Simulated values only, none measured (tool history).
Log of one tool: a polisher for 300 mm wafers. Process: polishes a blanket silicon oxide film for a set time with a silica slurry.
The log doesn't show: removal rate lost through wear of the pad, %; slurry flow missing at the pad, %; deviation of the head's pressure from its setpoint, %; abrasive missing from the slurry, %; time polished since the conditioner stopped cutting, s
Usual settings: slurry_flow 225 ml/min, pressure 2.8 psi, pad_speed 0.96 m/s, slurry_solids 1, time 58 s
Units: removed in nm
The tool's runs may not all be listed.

run   hour  slurry_flow  pressure  pad_speed  slurry_solids  time  wafers since the last listed run  wafers polished on this pad  hours since the slurry nozzle was cleaned  hours since the head pressure was calibrated  hours since the slurry blender was calibrated  hours since the conditioning disc was replaced  incoming thickness of the incoming film, nm  removed
  1      0          175       2.8       0.96              1    58                                 0                         1446                                       38.8                                         720.5                                           93.9                                           271.1                                        848.9    125.6
      64.1  -- worn pad replaced by a new one
  2   68.7          175       2.8       0.96              1    58                               506                           35                                      107.5                                         789.2                                          162.6                                           339.8                                        842.6    122.7
     167.5  -- conditioning disc replaced and pad reconditioned
       176  -- slurry blender recalibrated
     216.4  -- slurry nozzle cleaned
  3  257.1          175       2.8       0.96              1    58                              1436                         1472                                       40.7                                         977.6                                           81.1                                            89.6                                        826.5    127.4
     346.4  -- worn pad replaced by a new one
  4  359.3          285       2.8       0.96              1    58                               769                          100                                      142.9                                        1079.8                                          183.3                                           191.8                                        831.5    131.8
  5  411.2          285       2.8       0.96              1    58                               406                          507                                      194.8                                        1131.7                                          235.2                                           243.7                                          834    130.2
     445.9  -- slurry blender recalibrated
     466.9  -- slurry nozzle cleaned
  6  509.8          225       2.8       0.96              1    58                               748                         1256                                       42.9                                        1230.3                                           63.9                                           342.3                                          842    129.3
  7  560.2          225       2.8       0.96              1    58                               394                         1650                                       93.3                                        1280.7                                          114.3                                           392.7                                        831.2    128.6
     592.3  -- worn pad replaced by a new one
  8  625.9          225       2.8       0.96              1    58                               483                          263                                        159                                        1346.4                                            180                                           458.4                                        843.1    124.7
     629.6  -- conditioning disc replaced and pad reconditioned
     646.6  -- head pressure recalibrated
     700.2  -- slurry blender recalibrated
     706.6  -- slurry nozzle cleaned
  9  709.9          225       2.8       0.96              1    58                               603                          866                                        3.3                                          63.3                                            9.7                                            80.3                                        835.5    132.7
 10  768.8          225       2.8       0.96              1    58                               461                         1327                                       62.2                                         122.2                                           68.6                                           139.2                                        827.1    134.5
 11  804.8          260       2.8       0.96              1    52                               281                         1609                                       98.2                                         158.2                                          104.6                                           175.2                                        814.8    119.8
 12  849.2          250       2.8        0.8           1.25    66                               347                         1957                                      142.6                                         202.6                                            149                                           219.6                                        829.9    145.2

The next listed run, before its measurement:
     888.9  -- worn pad replaced by a new one
 13  896.1          225       2.5       0.96           1.15    58                               336                           56                                      189.5                                         249.5                                          195.9                                           266.5                                        833.7        ?

{"run 13": {"removed": 121.4}}
Without the tool's hidden state the same run would have given removed 128.5 nm.

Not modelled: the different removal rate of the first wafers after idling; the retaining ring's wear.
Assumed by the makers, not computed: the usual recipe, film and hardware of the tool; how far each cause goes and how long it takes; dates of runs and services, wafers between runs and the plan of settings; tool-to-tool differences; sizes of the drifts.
